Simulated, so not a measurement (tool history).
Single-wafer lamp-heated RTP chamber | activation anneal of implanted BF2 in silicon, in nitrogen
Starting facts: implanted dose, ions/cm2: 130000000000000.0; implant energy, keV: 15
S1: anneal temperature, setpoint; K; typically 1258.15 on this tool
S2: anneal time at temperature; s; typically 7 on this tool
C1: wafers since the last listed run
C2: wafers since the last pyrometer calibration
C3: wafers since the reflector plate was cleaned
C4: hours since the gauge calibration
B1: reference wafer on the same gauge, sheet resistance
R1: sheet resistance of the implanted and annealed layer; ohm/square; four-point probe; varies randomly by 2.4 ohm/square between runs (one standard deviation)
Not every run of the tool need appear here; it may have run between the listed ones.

| run | day | S1 | S2 | C1 | C2 | C3 | C4 | B1 | R1 |
|---|---|---|---|---|---|---|---|---|---|
| 1 | 0 | 1258.15 | 7 | 0 | 404 | 14044 | 1566.8 | 860.72 | 783.69 |
|  | 3.2 | reflector plate cleaned |
| 2 | 3.738 | 1258.15 | 7 | 1798 | 2202 | 284 | 1656.5 | 860.47 | 782.24 |
| 3 | 5.342 | 1258.15 | 7 | 847 | 3050 | 1131 | 1695 | 859.98 | 779.29 |
| 4 | 7.371 | 1258.15 | 5 | 1072 | 4122 | 2204 | 1743.7 | 860.34 | 782.88 |
| 5 | 12.842 | 1258.15 | 5 | 2890 | 7012 | 5094 | 1875 | 861.04 | 785.39 |
| 6 | 16.479 | 1234.15 | 7 | 1921 | 8934 | 7015 | 1962.3 | 860.34 | 792.94 |
| 7 | 20.192 | 1234.15 | 7 | 1961 | 10895 | 8977 | 2051.4 | 861.5 | 790.67 |
| 8 | 22.838 | 1234.15 | 7 | 1397 | 12293 | 10375 | 2114.9 | 860.47 | 791.57 |
| 9 | 26.55 | 1266.15 | 6 | 1961 | 14254 | 12336 | 2204 | 861.28 | 780.16 |
|  | 28.308 | pyrometer window cleaned and pyrometer calibrated |
| 10 | 30.079 | 1266.15 | 6 | 1688 | 935 | 14024 | 2288.7 | 861.82 | 778.22 |
|  | 30.492 | reflector plate cleaned |
| 11 | 31.633 | 1266.15 | 6 | 644 | 1580 | 603 | 2326 | 862.48 | 778.52 |
| 12 | 33.479 | 1258.15 | 6 | 975 | 2555 | 1579 | 2370.3 | 861.28 | 783.44 |
|  | 37.617 | gauge calibrated |
| 13 | 38.008 | 1258.15 | 6 | 2392 | 4948 | 3971 | 9.4 | 848.65 | 773.32 |
| 14 | 39.958 | 1258.15 | 6 | 1030 | 5978 | 5001 | 56.2 | 849.03 | 775.51 |
| 15 | 44.054 | 1283.15 | 11 | 2163 | 8142 | 7165 | 154.5 | 850.31 | 757.8 |
| 16 | 47.033 | 1258.15 | 7 | 1573 | 9715 | 8739 | 226 | 850.78 | 774.46 |
| 17 | 51.358 | 1276.15 | 7 | 2284 | 12000 | 11024 | 329.8 | 852.48 | 769.8 |
| 18 | 55.45 | 1278.15 | 10 | 2161 | 14162 | 13186 | 428 | 853.2 | 764.45 |
|  | 56.067 | pyrometer window cleaned and pyrometer calibrated |
|  | 57.35 | reflector plate cleaned |
| 19 | 59.675 | 1258.15 | 7 | 1879 | 1730 | 1227 | 529.4 | 854.43 | 776.36 |
| 20 | 62.746 | 1258.15 | 7 | 1622 | 3353 | 2850 | 603.1 | 853.98 | 777.23 |
| 21 | 64.454 | 1258.15 | 7 | 902 | 4255 | 3752 | 644.1 | 854.43 | 779.92 |
| 22 | 68.188 | 1277.15 | 9 | 1972 | 6227 | 5724 | 733.7 | 855.34 | 769.59 |
| 23 | 71.5 | 1230.15 | 10 | 1750 | 7977 | 7474 | 813.2 | 855.12 | 790.53 |
| 24 | 74.558 | 1241.15 | 7 | 1615 | 9593 | 9090 | 886.6 | 855.25 | 783.03 |
| 25 | 78.717 | 1287.15 | 4 | 2196 | 11790 | 11287 | 986.4 | 856.57 | 775.88 |
|  | 80.683 | pyrometer window cleaned and pyrometer calibrated |
| 26 | 81.375 | 1258.15 | 7 | 1228 | 365 | 12515 | 1050.2 | 857.08 | 784.67 |
|  | 82.788 | reflector plate cleaned |
| 27 | 85.154 | 1280.15 | 9 | 1820 | 2185 | 1251 | 1140.9 | 857.45 | 767.65 |
| 28 | 88 | 1250.15 | 7 | 1503 | 3689 | 2754 | 1209.2 | 857.68 | 776.97 |
| 29 | 92.054 | 1248.15 | 9 | 2141 | 5830 | 4896 | 1306.5 | 858.17 | 780.06 |
| 30 | 94.379 | 1250.15 | 6 | 1228 | 7059 | 6124 | 1362.3 | 859.04 | 782.35 |
| 31 | 99.6 | 1267.15 | 10 | 2758 | 9817 | 8882 | 1487.6 | 858.27 | 770.89 |
| 32 | 102.117 | 1258.15 | 7 | 1329 | 11146 | 10212 | 1548 | 858.07 | 782.33 |
| 33 | 106.325 | 1249.15 | 11 | 2223 | 13370 | 12435 | 1649 | 858.73 | 780.18 |
|  | 109.333 | pyrometer window cleaned and pyrometer calibrated |
|  | 110.508 | reflector plate cleaned |
| 34 | 110.529 | 1237.15 | 3 | 1868 | 454 | 11 | 1749.9 | 859.54 | 796.14 |
| 35 | 113.292 | 1258.15 | 7 | 1459 | 1914 | 1470 | 1816.2 | 858.97 | 780.23 |

Branching from run 35: 5 alternative next runs. What would each branch give?
| A | 113.308 | 1258.15 | 4 | 8 | 1922 | 1479 | 1816.6 | ? | ? |
| B | 113.308 | 1258.15 | 11 | 8 | 1922 | 1479 | 1816.6 | ? | ? |
| C | 113.308 | 1266.15 | 4 | 8 | 1922 | 1479 | 1816.6 | ? | ? |
| D | 113.308 | 1277.15 | 4 | 8 | 1922 | 1479 | 1816.6 | ? | ? |
| E | 113.308 | 1282.15 | 4 | 8 | 1922 | 1479 | 1816.6 | ? | ? |

| run | B1 | R1 |
|---|---|---|
| A | 858.37 | 783.77 |
| B | 858.37 | 775.28 |
| C | 858.37 | 782.11 |
| D | 858.37 | 779.58 |
| E | 858.37 | 778.42 |
Had the tool no hidden state, the same runs would have come out as:
| run | R1 |
|---|---|
| A | 774.82 |
| B | 766.43 |
| C | 773.18 |
| D | 770.67 |
| E | 769.53 |

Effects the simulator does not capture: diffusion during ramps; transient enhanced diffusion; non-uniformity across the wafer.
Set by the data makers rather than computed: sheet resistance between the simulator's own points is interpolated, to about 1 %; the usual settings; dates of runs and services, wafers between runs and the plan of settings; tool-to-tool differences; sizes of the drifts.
